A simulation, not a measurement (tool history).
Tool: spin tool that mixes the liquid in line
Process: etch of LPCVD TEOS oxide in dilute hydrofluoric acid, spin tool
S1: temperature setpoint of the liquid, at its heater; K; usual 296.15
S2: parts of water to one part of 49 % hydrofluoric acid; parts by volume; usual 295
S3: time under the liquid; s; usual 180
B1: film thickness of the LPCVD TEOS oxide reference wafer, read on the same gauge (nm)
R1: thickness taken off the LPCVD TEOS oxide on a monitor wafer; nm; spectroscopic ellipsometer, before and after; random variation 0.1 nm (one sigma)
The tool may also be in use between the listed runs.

run 1 hour=0.0 | S1=296.15 S2=295 S3=145 | B1=130.02 | R1=10.33
-- hour=10.5 hydrofluoric acid flow meter replaced
run 2 hour=28.8 | S1=296.15 S2=295 S3=180 | B1=130.01 | R1=12.57
run 3 hour=100.4 | S1=296.15 S2=295 S3=180 | B1=129.99 | R1=12.62
run 4 hour=133.2 | S1=296.15 S2=295 S3=180 | B1=130.02 | R1=12.75
run 5 hour=166.5 | S1=296.15 S2=295 S3=180 | B1=130.04 | R1=12.80
run 6 hour=214.2 | S1=296.15 S2=295 S3=180 | B1=129.97 | R1=12.61
run 7 hour=263.4 | S1=298.15 S2=225 S3=180 | B1=129.99 | R1=19.12
run 8 hour=289.2 | S1=298.15 S2=225 S3=180 | B1=129.99 | R1=19.03
run 9 hour=334.8 | S1=296.15 S2=295 S3=180 | B1=130.02 | R1=12.84
-- hour=385.8 thermometer replaced
run 10 hour=396.9 | S1=296.15 S2=295 S3=180 | B1=130.02 | R1=12.86
run 11 hour=458.6 | S1=296.15 S2=295 S3=180 | B1=129.97 | R1=12.70
run 12 hour=510.5 | S1=296.15 S2=295 S3=180 | B1=130.04 | R1=12.89
-- hour=561.4 gauge calibrated
run 13 hour=570.4 | S1=293.65 S2=225 S3=290 | B1=129.99 | R1=26.54
run 14 hour=638.1 | S1=296.15 S2=360 S3=180 | B1=130.00 | R1=9.74
run 15 hour=702.7 | S1=293.65 S2=190 S3=180 | B1=129.98 | R1=20.09
run 16 hour=760.6 | S1=291.65 S2=295 S3=285 | B1=130.02 | R1=17.23
run 17 hour=823.1 | S1=292.65 S2=295 S3=180 | B1=129.97 | R1=11.39
run 18 hour=864.7 | S1=297.65 S2=335 S3=230 | B1=129.96 | R1=14.62
-- hour=912.4 hydrofluoric acid flow meter replaced
run 19 hour=917.5 | S1=294.65 S2=175 S3=180 | B1=130.02 | R1=23.26
run 20 hour=967.3 | S1=291.15 S2=390 S3=180 | B1=129.95 | R1=7.44
run 21 hour=1029.3 | S1=296.15 S2=295 S3=180 | B1=129.99 | R1=12.77
run 22 hour=1100.3 | S1=296.15 S2=295 S3=180 | B1=130.00 | R1=12.67
run 23 hour=1162.6 | S1=298.15 S2=350 S3=115 | B1=130.00 | R1=6.95
run 24 hour=1199.9 | S1=296.15 S2=295 S3=220 | B1=129.96 | R1=15.31
run 25 hour=1254.3 | S1=296.15 S2=295 S3=180 | B1=129.99 | R1=12.70

Forecast each of these 3 alternatives for the next run:
run A hour=1254.8 | S1=296.15 S2=295 S3=180 | B1=? | R1=?
run B hour=1254.8 | S1=298.65 S2=295 S3=220 | B1=? | R1=?
run C hour=1254.8 | S1=300.65 S2=340 S3=225 | B1=? | R1=?

run=A B1=129.95 R1=12.68
run=B B1=129.95 R1=16.91
run=C B1=129.95 R1=15.33
Without the tool's hidden state the same runs would have given:
run=A R1=12.68
run=B R1=16.91
run=C R1=15.33

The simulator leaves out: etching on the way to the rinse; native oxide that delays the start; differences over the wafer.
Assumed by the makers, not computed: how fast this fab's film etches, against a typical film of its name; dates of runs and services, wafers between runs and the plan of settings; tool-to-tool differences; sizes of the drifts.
